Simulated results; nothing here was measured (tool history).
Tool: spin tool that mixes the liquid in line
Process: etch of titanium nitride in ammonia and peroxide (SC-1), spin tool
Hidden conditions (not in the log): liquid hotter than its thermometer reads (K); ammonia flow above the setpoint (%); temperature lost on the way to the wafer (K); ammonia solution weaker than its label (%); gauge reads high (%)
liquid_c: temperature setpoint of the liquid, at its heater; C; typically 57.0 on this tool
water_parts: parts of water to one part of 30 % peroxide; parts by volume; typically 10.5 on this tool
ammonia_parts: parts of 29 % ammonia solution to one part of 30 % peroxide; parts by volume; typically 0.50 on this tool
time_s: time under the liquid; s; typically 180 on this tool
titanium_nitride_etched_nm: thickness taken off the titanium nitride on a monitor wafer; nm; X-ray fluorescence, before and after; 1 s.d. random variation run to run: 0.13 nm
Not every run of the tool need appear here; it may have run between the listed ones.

run	hour	liquid_c	water_parts	ammonia_parts	time_s	wafers since the last listed run	hours since the thermometer was replaced	hours since the ammonia flow meter was replaced	hours since the heated supply line was repaired	hours since the drum of ammonia solution was connected	hours since the gauge calibration	read-back film thickness of the titanium nitride reference wafer, read on the same gauge (nm)	titanium_nitride_etched_nm
1	0.0	64.0	10.5	0.50	180	0	677.0	1582.6	2255.2	608.4	101.7	110.02	27.28
2	8.0	64.0	10.5	0.50	180	59	685.0	1590.6	2263.2	616.4	109.7	110.01	27.40
3	20.4	64.0	10.5	0.50	180	92	697.4	1603.0	2275.6	628.8	122.1	109.98	27.90
4	30.2	57.0	10.5	0.50	180	73	707.2	1612.8	2285.4	638.6	131.9	110.01	17.38
5	38.8	57.0	10.5	0.50	180	64	715.8	1621.4	2294.0	647.2	140.5	110.00	17.36
6	55.0	57.0	10.5	0.50	180	120	732.0	1637.6	2310.2	663.4	156.7	110.00	17.23
7	72.8	57.0	10.5	0.50	180	132	749.8	1655.4	2328.0	681.2	174.5	110.00	17.38
# hour 75.3: new drum of ammonia solution connected
# hour 80.5: ammonia flow meter replaced
8	81.0	57.0	10.5	0.50	180	46	758.0	0.5	2336.2	5.7	182.7	109.99	17.44
# hour 87.0: heated supply line repaired
9	87.5	57.0	10.5	0.50	180	41	764.5	7.0	0.5	12.2	189.2	110.00	17.27
10	94.9	57.0	10.5	0.50	225	55	771.9	14.4	7.9	19.6	196.6	110.01	21.39
11	111.4	57.0	10.5	0.50	180	123	788.4	30.9	24.4	36.1	213.1	110.00	17.22
12	125.2	57.0	10.5	0.50	115	103	802.2	44.7	38.2	49.9	226.9	110.02	11.21
13	133.0	57.0	10.5	0.50	180	58	810.0	52.5	46.0	57.7	234.7	110.01	17.30
14	148.4	47.5	7.0	0.50	180	114	825.4	67.9	61.4	73.1	250.1	110.02	11.11
15	161.1	65.5	9.0	0.50	180	94	838.1	80.6	74.1	85.8	262.8	110.00	32.74
# hour 164.3: gauge calibrated
16	185.6	57.0	13.5	0.50	180	182	862.6	105.1	98.6	110.3	21.3	109.98	15.28
17	195.4	57.0	6.0	0.50	105	73	872.4	114.9	108.4	120.1	31.1	110.01	13.35
# hour 197.3: thermometer replaced
18	208.6	57.0	10.5	0.50	180	91	11.3	128.1	121.6	133.3	44.3	109.99	17.65
19	226.2	60.5	6.0	0.40	265	131	28.9	145.7	139.2	150.9	61.9	109.99	41.13
20	240.6	57.0	12.0	0.75	180	107	43.3	160.1	153.6	165.3	76.3	110.00	17.09
21	251.4	57.0	6.0	0.75	180	80	54.1	170.9	164.4	176.1	87.1	109.99	24.25
22	262.9	53.0	10.5	0.35	180	85	65.6	182.4	175.9	187.6	98.6	110.00	12.47
23	271.0	57.0	10.5	0.50	180	60	73.7	190.5	184.0	195.7	106.7	109.98	17.20

Run 24 is up next; what results do you expect?
24	283.9	57.0	10.5	0.50	285	96	86.6	203.4	196.9	208.6	119.6	?	?

read-back film thickness of the titanium nitride reference wafer, read on the same gauge (nm): 110.01
titanium_nitride_etched_nm: 27.65 nm
Had the tool carried no hidden state, the very same run would have given titanium_nitride_etched_nm 27.65 nm.
